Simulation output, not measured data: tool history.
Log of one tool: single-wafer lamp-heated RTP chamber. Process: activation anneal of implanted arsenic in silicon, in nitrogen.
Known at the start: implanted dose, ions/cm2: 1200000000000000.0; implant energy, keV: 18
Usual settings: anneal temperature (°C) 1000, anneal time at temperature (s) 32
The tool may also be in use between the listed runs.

run    hour  anneal temperature (°C)  anneal time at temperature (s)  wafers since the last listed run  wafers since the last pyrometer calibration  wafers since the reflector plate was cleaned  hours since the gauge calibration  read-back reference wafer on the same gauge, sheet resistance  sheet resistance of the implanted and annealed layer (ohm/square)
  1       0                     1000                              32                                 0                                            9                                          9104                                920                                                         102.93                                                             118.89
  2    57.5                     1000                              32                              1030                                         1039                                         10134                              977.5                                                         103.02                                                              119.4
  3    97.9                     1023                              32                               723                                         1762                                         10858                             1017.9                                                         102.95                                                             110.53
  4   148.2                     1023                              32                               901                                         2663                                         11759                             1068.2                                                         103.03                                                             110.54
  5   199.2                     1000                              32                               913                                         3577                                         12672                             1119.2                                                         103.01                                                             118.13
  6   249.2                     1000                              32                               895                                         4473                                         13568                             1169.2                                                         102.78                                                             118.27
  7     302                     1000                              32                               945                                         5419                                         14514                               1222                                                         102.97                                                             117.16
      316.7  -- reflector plate cleaned
      330.5  -- pyrometer window cleaned and pyrometer calibrated
  8     340                     1000                              32                               394                                          170                                           273                               1260                                                         103.09                                                             120.67
  9   377.8                     1000                              32                               677                                          848                                           950                             1297.8                                                         102.95                                                             120.55
 10   431.8                     1000                              32                               967                                         1815                                          1918                             1351.8                                                         103.14                                                             120.64
      502.8  -- gauge calibrated
 11   533.4                     1000                              32                              1820                                         3635                                          3738                               30.6                                                         102.95                                                             119.31
 12     605                     1000                              32                              1282                                         4918                                          5020                              102.2                                                         103.11                                                             119.64
      639.1  -- pyrometer window cleaned and pyrometer calibrated
 13   643.9                     1000                              32                               553                                           85                                          5574                              141.1                                                         102.81                                                             119.07
 14   689.1                     1000                              32                               809                                          895                                          6383                              186.3                                                         103.01                                                             119.12
 15   740.3                     1000                              32                               917                                         1812                                          7301                              237.5                                                         103.01                                                             120.03
 16   777.6                     1009                              32                               668                                         2480                                          7969                              274.8                                                         103.09                                                              114.9
 17   842.5                     1009                              32                              1162                                         3643                                          9131                              339.7                                                         103.02                                                             114.65
 18   895.9                      972                              46                               956                                         4599                                         10088                              393.1                                                         103.08                                                             126.58
 19   923.8                     1029                              42                               499                                         5099                                         10588                                421                                                         103.08                                                             104.18
      973.7  -- pyrometer window cleaned and pyrometer calibrated
 20   974.2                     1000                              32                               759                                            8                                         11347                              471.4                                                         102.94                                                             117.55
 21  1021.4                     1000                              32                               845                                          854                                         12193                              518.6                                                          102.9                                                             118.09
 22  1080.4                     1000                              32                              1056                                         1911                                         13250                              577.6                                                         103.03                                                             117.03
 23  1110.3                      979                              41                               535                                         2446                                         13785                              607.5                                                         103.04                                                             124.05
 24  1163.8                      986                              21                               958                                         3405                                         14744                                661                                                         103.05                                                             130.29
       1197  -- reflector plate cleaned
 25  1197.8                     1000                              32                               465                                         3871                                            14                                695                                                         103.08                                                             120.84
     1261.9  -- pyrometer window cleaned and pyrometer calibrated
 26  1262.4                      978                              25                              1013                                            8                                          1028                              759.6                                                         103.07                                                             134.86
 27  1296.3                     1024                              19                               607                                          615                                          1635                              793.5                                                         103.03                                                             118.37
 28    1353                     1000                              19                              1015                                         1631                                          2651                              850.2                                                         103.06                                                             127.39
 29  1378.1                     1000                              32                               449                                         2080                                          3101                              875.3                                                         102.77                                                             120.09
 30  1411.5                     1000                              46                               598                                         2679                                          3699                              908.7                                                         103.01                                                             114.09
 31    1480                     1015                              43                              1227                                         3906                                          4926                              977.2                                                         102.97                                                             108.93
 32  1545.3                      977                              47                              1169                                         5075                                          6096                             1042.5                                                         103.09                                                             123.36
 33  1615.3                     1000                              32                              1253                                         6329                                          7350                             1112.5                                                         102.96                                                             118.24
     1635.4  -- pyrometer window cleaned and pyrometer calibrated
 34    1672                     1000                              32                               872                                          655                                          8222                             1169.2                                                         102.96                                                             118.93

What the log doesn't show, run by run:
true wafer temperature minus pyrometer reading, K: 0 in every run
gauge reads high (%): 0 in every run
H1: wafer temperature error from the tarnished reflector plate, K
run     H1
  1   5.33
  2   5.91
  3   6.32
  4   6.83
  5   7.34
  6   7.85
  7   8.38
  8  0.893
  9   1.27
 10   1.82
 11   2.85
 12   3.57
 13   3.96
 14   4.42
 15   4.94
 16   5.31
 17   5.97
 18   6.51
 19   6.79
 20    7.3
 21   7.78
 22   8.37
 23   8.67
 24   9.21
 25   1.53
 26   2.18
 27   2.52
 28   3.09
 29   3.35
 30   3.68
 31   4.38
 32   5.04
 33   5.74
 34   6.32
